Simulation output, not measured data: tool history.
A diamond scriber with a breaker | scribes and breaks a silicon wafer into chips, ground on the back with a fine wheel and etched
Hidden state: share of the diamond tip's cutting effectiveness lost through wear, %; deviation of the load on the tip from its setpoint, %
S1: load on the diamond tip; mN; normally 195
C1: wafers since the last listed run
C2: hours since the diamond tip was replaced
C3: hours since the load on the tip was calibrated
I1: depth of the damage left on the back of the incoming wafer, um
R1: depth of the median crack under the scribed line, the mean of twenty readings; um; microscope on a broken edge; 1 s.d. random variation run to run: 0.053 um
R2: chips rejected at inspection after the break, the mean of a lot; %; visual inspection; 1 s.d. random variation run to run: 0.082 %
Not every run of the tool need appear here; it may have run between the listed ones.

run   hour   S1   C1     C2      C3    I1     R1    R2
  1    0.0  195    0  614.0  1297.1  0.42   9.78  1.79
  2   35.9  195   87  649.9  1333.0  0.53   9.74  1.66
  3   45.3  158   23  659.3  1342.4  0.60   8.89  4.44
  4   63.0  195   43  677.0  1360.1  0.73   9.72  1.90
  5   73.5  195   25  687.5  1370.6  0.31   9.83  1.72
  6   92.7  195   46  706.7  1389.8  0.77   9.87  1.82
  7  107.5  195   36  721.5  1404.6  0.48   9.82  1.91
  8  116.7  195   22  730.7  1413.8  0.37   9.82  1.84
  9  133.3  195   40  747.3  1430.4  0.47   9.77  1.81
 10  146.7  195   32  760.7  1443.8  0.50   9.77  1.80
 11  162.8  195   39  776.8  1459.9  0.32   9.75  1.68
 12  177.7  231   36  791.7  1474.8  0.57  10.70  2.91
 13  193.6  231   38  807.6  1490.7  0.31  10.67  2.74
 14  210.9  231   42  824.9  1508.0  0.63  10.76  2.89
 15  224.2  195   32  838.2  1521.3  0.56   9.80  1.59
 16  238.9  227   35  852.9  1536.0  0.79  10.61  2.76
 17  279.8  227  100  893.8  1576.9  0.37  10.56  2.68
 18  294.8  166   36  908.8  1591.9  0.52   9.21  2.61
     300.6  -- diamond tip replaced by a new one
 19  302.2  195   13    1.6  1599.3  0.50  10.41  2.32
 20  308.5  195   15    7.9  1605.6  0.77  10.45  2.30
 21  318.5  228   24   17.9  1615.6  0.65  11.26  4.62
 22  326.9  168   20   26.3  1624.0  0.50   9.68  1.85
 23  336.1  159   22   35.5  1633.2  0.71   9.42  2.20
 24  348.4  195   30   47.8  1645.5  0.38  10.45  2.03
 25  359.4  231   26   58.8  1656.5  0.50  11.30  4.76
 26  373.4  195   34   72.8  1670.5  0.38  10.36  1.91
     379.7  -- load on the tip recalibrated
 27  387.2  143   28   86.6     7.5  0.60   8.48  7.41
 28  427.5  174   98  126.9    47.8  0.43   9.06  3.02
 29  445.5  156   44  144.9    65.8  0.72   8.62  5.52
 30  485.4  221   97  184.8   105.7  0.77  10.17  1.98
 31  502.8  238   42  202.2   123.1  0.56  10.53  2.26
 32  509.6  236   16  209.0   129.9  0.46  10.52  2.16
 33  518.6  141   22  218.0   138.9  0.70   8.30  8.37
 34  527.3  218   21  226.7   147.6  0.42   9.97  1.81
 35  543.4  162   39  242.8   163.7  0.75   8.72  5.42
 36  554.3  195   26  253.7   174.6  0.56   9.37  2.31
 37  565.5  195   27  264.9   185.8  0.32   9.43  2.35
 38  580.3  168   36  279.7   200.6  0.39   8.88  4.19
 39  591.7  246   27  291.1   212.0  0.49  10.57  2.54
 40  600.9  169   22  300.3   221.2  0.48   8.81  4.37
 41  612.3  178   27  311.7   232.6  0.73   8.99  3.87
 42  619.3  225   17  318.7   239.6  0.69  10.08  1.85
 43  634.6  215   37  334.0   254.9  0.71   9.87  1.75

What would each run have given without the hidden state, its run-to-run variation left as it was?
run     R1    R2
  1   9.95  1.73
  2   9.90  1.62
  3   9.03  3.78
  4   9.87  1.85
  5   9.98  1.68
  6  10.01  1.78
  7   9.95  1.88
  8   9.95  1.80
  9   9.89  1.78
 10   9.89  1.77
 11   9.85  1.66
 12  10.81  3.22
 13  10.77  3.01
 14  10.86  3.14
 15   9.88  1.58
 16  10.68  2.96
 17  10.61  2.80
 18   9.25  2.52
 19   9.93  1.88
 20   9.97  1.88
 21  10.76  2.94
 22   9.26  2.62
 23   9.02  3.32
 24  10.02  1.71
 25  10.85  3.17
 26   9.96  1.65
 27   8.73  5.75
 28   9.38  2.17
 29   8.94  3.86
 30  10.60  2.64
 31  11.00  3.45
 32  11.00  3.30
 33   8.69  5.70
 34  10.44  2.35
 35   9.15  3.39
 36   9.84  1.85
 37   9.92  1.87
 38   9.34  2.53
 39  11.13  4.24
 40   9.29  2.60
 41   9.48  2.36
 42  10.64  2.71
 43  10.42  2.15
